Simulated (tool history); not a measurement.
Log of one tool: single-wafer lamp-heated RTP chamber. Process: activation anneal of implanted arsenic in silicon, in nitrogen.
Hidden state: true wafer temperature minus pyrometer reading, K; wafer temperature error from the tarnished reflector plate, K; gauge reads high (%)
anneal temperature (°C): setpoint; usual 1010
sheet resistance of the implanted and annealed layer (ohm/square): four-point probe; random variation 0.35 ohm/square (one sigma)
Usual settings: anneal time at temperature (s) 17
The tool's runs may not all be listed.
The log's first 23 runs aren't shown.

run    hour  anneal temperature (°C)  anneal time at temperature (s)  wafers since the last listed run  wafers since the last pyrometer calibration  wafers since the reflector plate was cleaned  hours since the gauge calibration  read-back reference wafer on the same gauge, sheet resistance  sheet resistance of the implanted and annealed layer (ohm/square)
 24  1771.6                      985                               9                              1412                                         5418                                          5050                                832                                                         167.94                                                             161.02
     1856.4  -- pyrometer window cleaned and pyrometer calibrated
 25  1866.5                     1001                              24                              1250                                          145                                          6301                              926.9                                                         168.08                                                             146.36
     1893.2  -- reflector plate cleaned
 26  1961.6                     1010                              17                              1253                                         1399                                           985                               1022                                                         168.08                                                             148.89
 27  2057.5                     1033                              20                              1380                                         2779                                          2365                             1117.9                                                          168.1                                                             141.63
 28  2109.3                      988                              17                               745                                         3525                                          3111                             1169.7                                                         168.09                                                              155.3
 29  2187.7                      997                              17                              1128                                         4653                                          4240                             1248.1                                                         167.91                                                             151.86
 30  2284.3                     1010                              17                              1390                                         6044                                          5630                             1344.7                                                         167.87                                                             147.98
     2344.8  -- pyrometer window cleaned and pyrometer calibrated
 31  2366.3                     1000                              17                              1065                                          309                                          6695                             1426.7                                                         167.87                                                              150.8
     2411.4  -- reflector plate cleaned
 32  2449.6                      999                              10                              1084                                         1393                                           550                               1510                                                            168                                                             158.11
 33  2606.4                     1010                              17                              2257                                         3650                                          2807                             1666.8                                                         168.08                                                             149.37

3 ways to go on from here, each from the tool as it stands after run 33. What would each give?
  A  2606.8                     1010                              26                                 5                                         3656                                          2813                             1667.2                                                              ?                                                                  ?
  B  2606.8                     1022                              23                                 5                                         3656                                          2813                             1667.2                                                              ?                                                                  ?
  C  2606.8                      989                               8                                 5                                         3656                                          2813                             1667.2                                                              ?                                                                  ?

run  read-back reference wafer on the same gauge, sheet resistance  sheet resistance of the implanted and annealed layer (ohm/square)
  A                                                         167.99                                                             144.93
  B                                                         167.99                                                             143.22
  C                                                         167.99                                                             161.82
Without the tool's hidden state the same runs would have given:
run  sheet resistance of the implanted and annealed layer (ohm/square)
  A                                                             145.26
  B                                                             143.52
  C                                                             162.16
